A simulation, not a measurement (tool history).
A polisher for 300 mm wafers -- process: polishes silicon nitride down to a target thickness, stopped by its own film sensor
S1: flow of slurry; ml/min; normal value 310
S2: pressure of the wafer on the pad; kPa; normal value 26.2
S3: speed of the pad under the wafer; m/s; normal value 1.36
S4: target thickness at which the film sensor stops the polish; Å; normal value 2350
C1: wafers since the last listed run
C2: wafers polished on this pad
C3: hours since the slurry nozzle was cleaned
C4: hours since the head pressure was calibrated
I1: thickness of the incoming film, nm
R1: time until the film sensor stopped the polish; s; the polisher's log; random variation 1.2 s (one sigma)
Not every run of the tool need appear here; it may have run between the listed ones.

{"run": 1, "hour": 0.0, "S1": 310, "S2": 26.2, "S3": 1.36, "S4": 2350, "C1": 0, "C2": 1693, "C3": 18.2, "C4": 202.7, "I1": 540, "R1": 122.3}
{"hour": 81.2, "done": "worn pad replaced by a new one"}
{"run": 2, "hour": 152.3, "S1": 370, "S2": 26.2, "S3": 1.36, "S4": 2350, "C1": 892, "C2": 428, "C3": 170.5, "C4": 355, "I1": 536.6, "R1": 114.4}
{"run": 3, "hour": 218.3, "S1": 370, "S2": 26.2, "S3": 1.36, "S4": 2350, "C1": 397, "C2": 825, "C3": 236.5, "C4": 421, "I1": 522.1, "R1": 110.9}
{"run": 4, "hour": 254.3, "S1": 310, "S2": 26.2, "S3": 1.36, "S4": 2350, "C1": 216, "C2": 1041, "C3": 272.5, "C4": 457, "I1": 534.7, "R1": 119.6}
{"run": 5, "hour": 278.7, "S1": 310, "S2": 26.2, "S3": 1.36, "S4": 2350, "C1": 146, "C2": 1188, "C3": 296.9, "C4": 481.4, "I1": 528.7, "R1": 120.8}
{"run": 6, "hour": 336.4, "S1": 310, "S2": 26.2, "S3": 1.36, "S4": 2350, "C1": 347, "C2": 1535, "C3": 354.6, "C4": 539.1, "I1": 530.1, "R1": 124.7}
{"run": 7, "hour": 389.1, "S1": 310, "S2": 26.2, "S3": 1.36, "S4": 2350, "C1": 317, "C2": 1852, "C3": 407.3, "C4": 591.8, "I1": 526.6, "R1": 121.7}
{"run": 8, "hour": 439.5, "S1": 310, "S2": 26.2, "S3": 1.36, "S4": 2350, "C1": 303, "C2": 2156, "C3": 457.7, "C4": 642.2, "I1": 537.7, "R1": 134.3}
{"hour": 454.9, "done": "slurry nozzle cleaned"}
{"hour": 474.7, "done": "worn pad replaced by a new one"}
{"run": 9, "hour": 511.4, "S1": 310, "S2": 26.2, "S3": 1.36, "S4": 2350, "C1": 402, "C2": 221, "C3": 56.5, "C4": 714.1, "I1": 524.6, "R1": 108.5}
{"hour": 563.4, "done": "head pressure recalibrated"}
{"run": 10, "hour": 582.5, "S1": 310, "S2": 26.2, "S3": 1.36, "S4": 2350, "C1": 415, "C2": 636, "C3": 127.6, "C4": 19.1, "I1": 534.6, "R1": 115.5}
{"run": 11, "hour": 610.4, "S1": 310, "S2": 26.2, "S3": 1.36, "S4": 2350, "C1": 167, "C2": 804, "C3": 155.5, "C4": 47, "I1": 531.4, "R1": 115.6}
{"run": 12, "hour": 680.9, "S1": 310, "S2": 26.2, "S3": 1.36, "S4": 2870, "C1": 424, "C2": 1228, "C3": 226, "C4": 117.5, "I1": 538.9, "R1": 105.3}
{"run": 13, "hour": 722.3, "S1": 310, "S2": 26.2, "S3": 1.36, "S4": 2870, "C1": 249, "C2": 1478, "C3": 267.4, "C4": 158.9, "I1": 527.8, "R1": 99.8}
{"run": 14, "hour": 758.8, "S1": 310, "S2": 26.2, "S3": 1.36, "S4": 3160, "C1": 219, "C2": 1697, "C3": 303.9, "C4": 195.4, "I1": 535.1, "R1": 93.1}
{"run": 15, "hour": 800.9, "S1": 310, "S2": 26.2, "S3": 1.36, "S4": 3160, "C1": 253, "C2": 1950, "C3": 346, "C4": 237.5, "I1": 536.2, "R1": 95.4}
{"run": 16, "hour": 829.7, "S1": 375, "S2": 26.2, "S3": 1.36, "S4": 2350, "C1": 173, "C2": 2124, "C3": 374.8, "C4": 266.3, "I1": 536.4, "R1": 130.2}
{"run": 17, "hour": 887.0, "S1": 375, "S2": 26.2, "S3": 1.36, "S4": 2350, "C1": 344, "C2": 2469, "C3": 432.1, "C4": 323.6, "I1": 537.8, "R1": 130.7}
{"hour": 919.5, "done": "slurry nozzle cleaned"}
{"hour": 922.2, "done": "worn pad replaced by a new one"}
{"run": 18, "hour": 924.7, "S1": 370, "S2": 26.2, "S3": 1.36, "S4": 2350, "C1": 204, "C2": 15, "C3": 5.2, "C4": 361.3, "I1": 539.4, "R1": 108.7}
{"run": 19, "hour": 987.9, "S1": 205, "S2": 31.7, "S3": 1.72, "S4": 1800, "C1": 380, "C2": 395, "C3": 68.4, "C4": 424.5, "I1": 521.2, "R1": 93.7}
{"run": 20, "hour": 1059.0, "S1": 380, "S2": 26.2, "S3": 0.98, "S4": 2350, "C1": 427, "C2": 823, "C3": 139.5, "C4": 495.6, "I1": 527.4, "R1": 145.5}

Run 21, settings as shown, results not yet in. Your forecast:
{"run": 21, "hour": 1116.0, "S1": 415, "S2": 26.2, "S3": 1.16, "S4": 1330, "C1": 342, "C2": 1166, "C3": 196.5, "C4": 552.6, "I1": 525.8, "R1": "?"}

R1: 177.7 s
Minus the tool's unlogged condition, the same run would have read R1 160.4 s.

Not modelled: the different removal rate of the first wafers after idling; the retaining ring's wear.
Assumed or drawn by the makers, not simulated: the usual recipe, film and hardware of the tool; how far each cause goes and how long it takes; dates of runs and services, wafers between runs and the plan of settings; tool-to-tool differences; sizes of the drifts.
